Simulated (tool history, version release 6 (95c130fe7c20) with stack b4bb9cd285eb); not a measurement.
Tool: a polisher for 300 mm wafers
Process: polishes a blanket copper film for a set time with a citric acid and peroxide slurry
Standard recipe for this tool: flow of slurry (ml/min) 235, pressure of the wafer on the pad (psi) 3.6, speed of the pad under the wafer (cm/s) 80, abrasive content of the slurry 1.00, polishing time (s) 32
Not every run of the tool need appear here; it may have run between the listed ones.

| run | hour | flow of slurry (ml/min) | pressure of the wafer on the pad (psi) | speed of the pad under the wafer (cm/s) | abrasive content of the slurry | polishing time (s) | incoming thickness of the incoming film, nm | film removed (Å) |
|---|---|---|---|---|---|---|---|---|
| 1 | 0.0 | 235 | 4.2 | 80 | 1.00 | 32 | 768.6 | 668 |
| 2 | 7.7 | 235 | 4.2 | 80 | 1.00 | 32 | 776.4 | 681 |
| 3 | 14.3 | 235 | 3.6 | 80 | 1.20 | 32 | 771.7 | 610 |
| 4 | 28.4 | 235 | 3.6 | 80 | 1.20 | 32 | 783.2 | 596 |
| 5 | 43.6 | 235 | 3.6 | 80 | 1.20 | 32 | 780.2 | 606 |
| 6 | 57.5 | 220 | 3.6 | 80 | 1.00 | 32 | 779.0 | 577 |
|  | 63.5 | worn pad replaced by a new one |
| 7 | 75.3 | 220 | 3.6 | 80 | 1.00 | 32 | 753.9 | 567 |
| 8 | 89.0 | 220 | 3.6 | 80 | 1.00 | 32 | 778.8 | 571 |
|  | 117.8 | slurry blender recalibrated |
| 9 | 122.0 | 235 | 3.6 | 80 | 1.00 | 35 | 780.1 | 625 |
| 10 | 137.1 | 235 | 3.6 | 80 | 1.00 | 35 | 783.4 | 618 |
|  | 142.5 | worn pad replaced by a new one |
| 11 | 149.2 | 235 | 3.6 | 80 | 1.00 | 35 | 786.0 | 620 |
| 12 | 155.8 | 235 | 3.6 | 80 | 1.00 | 32 | 760.5 | 581 |
| 13 | 172.3 | 235 | 3.6 | 80 | 1.00 | 32 | 782.8 | 576 |
| 14 | 178.8 | 235 | 3.3 | 80 | 1.00 | 32 | 770.5 | 523 |
| 15 | 185.9 | 175 | 3.6 | 94 | 1.00 | 32 | 763.1 | 641 |
| 16 | 198.8 | 235 | 3.6 | 80 | 1.00 | 32 | 762.6 | 600 |
| 17 | 215.2 | 235 | 4.2 | 80 | 1.00 | 32 | 782.2 | 655 |
|  | 229.5 | worn pad replaced by a new one |
| 18 | 230.0 | 235 | 3.6 | 80 | 1.00 | 32 | 766.3 | 574 |
| 19 | 237.7 | 300 | 4.3 | 90 | 1.00 | 28 | 765.2 | 677 |
| 20 | 245.0 | 235 | 2.4 | 92 | 1.00 | 38 | 775.9 | 517 |
| 21 | 260.4 | 235 | 3.6 | 80 | 0.75 | 40 | 765.1 | 670 |
| 22 | 275.3 | 235 | 4.2 | 80 | 1.00 | 39 | 767.4 | 808 |
| 23 | 283.2 | 235 | 3.6 | 80 | 1.00 | 32 | 768.4 | 565 |
|  | 287.9 | head pressure recalibrated |
| 24 | 298.7 | 235 | 3.6 | 80 | 1.00 | 32 | 765.0 | 571 |
|  | 300.2 | slurry nozzle cleaned |
|  | 308.5 | worn pad replaced by a new one |
| 25 | 314.0 | 235 | 3.6 | 80 | 1.00 | 32 | 757.4 | 597 |
| 26 | 326.6 | 235 | 4.2 | 80 | 1.00 | 32 | 760.5 | 670 |
| 27 | 333.4 | 235 | 3.6 | 80 | 1.10 | 32 | 764.4 | 591 |
| 28 | 351.4 | 285 | 3.6 | 80 | 1.00 | 32 | 765.4 | 591 |
| 29 | 368.0 | 295 | 3.6 | 66 | 1.00 | 28 | 773.4 | 452 |
| 30 | 380.3 | 175 | 3.6 | 80 | 1.00 | 32 | 768.4 | 571 |
|  | 382.5 | slurry blender recalibrated |
|  | 391.7 | worn pad replaced by a new one |
| 31 | 397.6 | 215 | 2.4 | 80 | 1.15 | 23 | 769.3 | 290 |

State the hidden condition of the tool at each of the runs:
removal rate lost through wear of the pad, %: 0 in every run
slurry flow missing at the pad, %: 0 in every run
deviation of the head's pressure from its setpoint, %: 0 in every run
abrasive missing from the slurry, %: 0 in every run
